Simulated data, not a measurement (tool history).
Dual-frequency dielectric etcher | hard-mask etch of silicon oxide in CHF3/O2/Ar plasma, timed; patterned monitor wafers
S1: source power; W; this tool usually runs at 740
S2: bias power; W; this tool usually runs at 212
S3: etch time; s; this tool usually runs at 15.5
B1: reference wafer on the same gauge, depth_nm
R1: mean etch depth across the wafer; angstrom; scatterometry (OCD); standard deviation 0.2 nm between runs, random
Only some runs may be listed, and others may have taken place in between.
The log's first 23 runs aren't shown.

Run 24, hour 563.4: usual settings but S1 680 W, S2 233 W, S3 20.0 s; B1 41.70. Result: R1 447.7 angstrom.
Run 25, hour 578.7: usual settings but S1 630 W, S2 261 W, S3 20.0 s; B1 41.72. Result: R1 431.8 angstrom.
Run 26, hour 596.7: usual settings but S2 252 W; B1 41.67. Result: R1 373.0 angstrom.
Run 27, hour 613.8: usual settings but S2 252 W, S3 19.0 s; B1 41.79. Result: R1 457.2 angstrom.
Run 28, hour 626.6: usual settings but S1 680 W, S2 233 W, S3 20.0 s; B1 41.79. Result: R1 444.3 angstrom.
Run 29, hour 654.7: usual settings; B1 41.66. Result: R1 358.4 angstrom.
Run 30, hour 671.9: usual settings but S1 890 W, S3 13.0 s; B1 41.77. Result: R1 336.1 angstrom.
Run 31, hour 695.9: usual settings; B1 41.70. Result: R1 360.1 angstrom.

What if the next run were any one of these 3? Each begins from the tool's condition after run 31:
Run A, hour 696.3: usual settings but S1 920 W; B1 ?. Result: R1 ?.
Run B, hour 696.3: usual settings but S1 870 W, S2 264 W; B1 ?. Result: R1 ?.
Run C, hour 696.3: usual settings but S2 247 W, S3 17.5 s; B1 ?. Result: R1 ?.

run     B1     R1
  A  41.71  405.7
  B  41.71  412.6
  C  41.71  417.7
Without the tool's unlogged condition, the same runs would have read:
run     R1
  A  396.6
  B  403.3
  C  408.4

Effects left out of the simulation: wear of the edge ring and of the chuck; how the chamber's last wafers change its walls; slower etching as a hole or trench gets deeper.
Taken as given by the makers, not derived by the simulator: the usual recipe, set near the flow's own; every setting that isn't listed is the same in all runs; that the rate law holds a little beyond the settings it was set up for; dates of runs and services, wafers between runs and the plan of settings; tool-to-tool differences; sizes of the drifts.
